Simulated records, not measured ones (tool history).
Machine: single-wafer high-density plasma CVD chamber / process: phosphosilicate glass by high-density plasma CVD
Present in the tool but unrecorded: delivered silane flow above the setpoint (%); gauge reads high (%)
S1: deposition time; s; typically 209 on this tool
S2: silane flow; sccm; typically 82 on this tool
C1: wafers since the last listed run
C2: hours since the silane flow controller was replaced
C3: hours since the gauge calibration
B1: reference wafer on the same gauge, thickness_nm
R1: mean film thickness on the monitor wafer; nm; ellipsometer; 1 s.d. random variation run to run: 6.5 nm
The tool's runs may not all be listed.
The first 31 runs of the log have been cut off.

run	day	S1	S2	C1	C2	C3	B1	R1
32	34.492	232	92	77	197.9	36.1	1310.084	1989.794
33	35.138	209	82	97	213.4	51.6	1310.297	1615.483
34	36.367	193	96	186	242.9	81.1	1310.233	1719.068
35	40.438	209	92	616	340.6	178.8	1309.311	1774.827
36	41.283	209	82	128	360.9	199.1	1312.191	1606.671
37	42.542	181	98	190	391.1	229.3	1310.349	1633.947
38	43.296	209	82	114	409.2	247.4	1308.714	1612.207
39	45.733	231	97	369	467.7	305.9	1308.929	2064.247
40	46.675	209	75	142	490.3	328.5	1310.289	1483.679
41	47.371	248	94	105	507	345.2	1309.646	2134.449
42	48.35	244	97	148	530.5	368.7	1311.634	2158.709
43	49.812	209	82	221	565.6	403.8	1310.817	1595.718
44	51.054	229	92	188	595.4	433.6	1310.514	1928.323
45	52.1	173	82	158	620.5	458.7	1310.492	1323.312

What if the next run were any one of these 5? Each begins from the tool's condition after run 45:
A	52.121	209	73	3	621	459.2	?	?
B	52.121	209	87	3	621	459.2	?	?
C	52.121	225	82	3	621	459.2	?	?
D	52.121	170	73	3	621	459.2	?	?
E	52.121	191	68	3	621	459.2	?	?

run	B1	R1
A	1309.96	1437.618
B	1309.96	1674.565
C	1309.96	1711.659
D	1309.96	1169.354
E	1309.96	1236.468
Stripped of hidden state, with their random variation kept, the same runs would have yielded:
run	R1
A	1470.774
B	1713.186
C	1751.136
D	1196.323
E	1264.985
